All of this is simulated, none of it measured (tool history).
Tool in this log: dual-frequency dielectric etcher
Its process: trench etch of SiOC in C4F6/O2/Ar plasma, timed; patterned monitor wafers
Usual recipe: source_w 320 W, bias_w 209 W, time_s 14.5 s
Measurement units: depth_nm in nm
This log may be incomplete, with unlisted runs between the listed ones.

| run | hour | source_w | bias_w | time_s | read-back reference wafer on the same gauge, depth_nm | depth_nm |
|---|---|---|---|---|---|---|
| 1 | 0 | 320 | 181 | 14.5 | 28.69 | 26.8 |
| 2 | 49.3 | 320 | 181 | 14.5 | 28.75 | 27.15 |
| 3 | 153.3 | 320 | 181 | 14.5 | 28.68 | 27.04 |
| 4 | 208.4 | 320 | 209 | 14.5 | 28.72 | 28.29 |
| 5 | 280.4 | 320 | 209 | 14.5 | 28.62 | 28.15 |
| 6 | 326.6 | 320 | 209 | 14.5 | 28.73 | 28.58 |
| 7 | 415 | 320 | 209 | 13.5 | 28.66 | 26.47 |
| 8 | 513.2 | 320 | 209 | 13.5 | 28.67 | 26.94 |
|  | 624.9 | wet clean of the chamber |
| 9 | 625.4 | 320 | 209 | 14.5 | 28.7 | 28.11 |
| 10 | 685.9 | 320 | 209 | 14.5 | 28.74 | 28.09 |
| 11 | 727.4 | 320 | 209 | 14.5 | 28.71 | 27.95 |
| 12 | 769.3 | 320 | 209 | 14.5 | 28.75 | 27.91 |
| 13 | 852 | 250 | 228 | 17.5 | 28.66 | 30.76 |
|  | 902.4 | gauge calibrated |
|  | 942.3 | source power generator calibrated |
| 14 | 953.3 | 320 | 166 | 14.5 | 28.71 | 26.46 |
| 15 | 1022.9 | 320 | 177 | 14.5 | 28.7 | 27.04 |
| 16 | 1069.2 | 320 | 209 | 14.5 | 28.75 | 28.43 |
| 17 | 1116.6 | 350 | 161 | 16.5 | 28.75 | 31.8 |
| 18 | 1179.4 | 320 | 209 | 18 | 28.69 | 35.12 |
|  | 1266 | wet clean of the chamber |
| 19 | 1266.5 | 320 | 246 | 17 | 28.67 | 34.53 |
|  | 1345.3 | bias power generator calibrated |
|  | 1367.9 | upper electrode replaced |
| 20 | 1368.4 | 320 | 164 | 14.5 | 28.77 | 26.38 |
| 21 | 1412.8 | 260 | 171 | 17 | 28.7 | 28.1 |
| 22 | 1507.2 | 290 | 209 | 14.5 | 28.63 | 26.96 |
| 23 | 1579 | 280 | 250 | 17 | 28.75 | 32.84 |
| 24 | 1640.9 | 370 | 252 | 17 | 28.64 | 37.81 |
| 25 | 1711.1 | 320 | 209 | 14.5 | 28.69 | 28.31 |

Below are 5 alternative next runs, each starting from the tool's condition after run 25. Predict each:
| A | 1711.5 | 320 | 209 | 14.5 | ? | ? |
| B | 1711.5 | 350 | 175 | 16 | ? | ? |
| C | 1711.5 | 300 | 166 | 16 | ? | ? |
| D | 1711.5 | 340 | 209 | 14.5 | ? | ? |
| E | 1711.5 | 390 | 231 | 14.5 | ? | ? |

| run | read-back reference wafer on the same gauge, depth_nm | depth_nm |
|---|---|---|
| A | 28.67 | 28.35 |
| B | 28.67 | 31.14 |
| C | 28.67 | 28.48 |
| D | 28.67 | 29.19 |
| E | 28.67 | 32.03 |
Without the tool's unlogged condition, the same runs would have read:
| run | depth_nm |
|---|---|
| A | 27.87 |
| B | 30.62 |
| C | 28 |
| D | 28.7 |
| E | 31.49 |
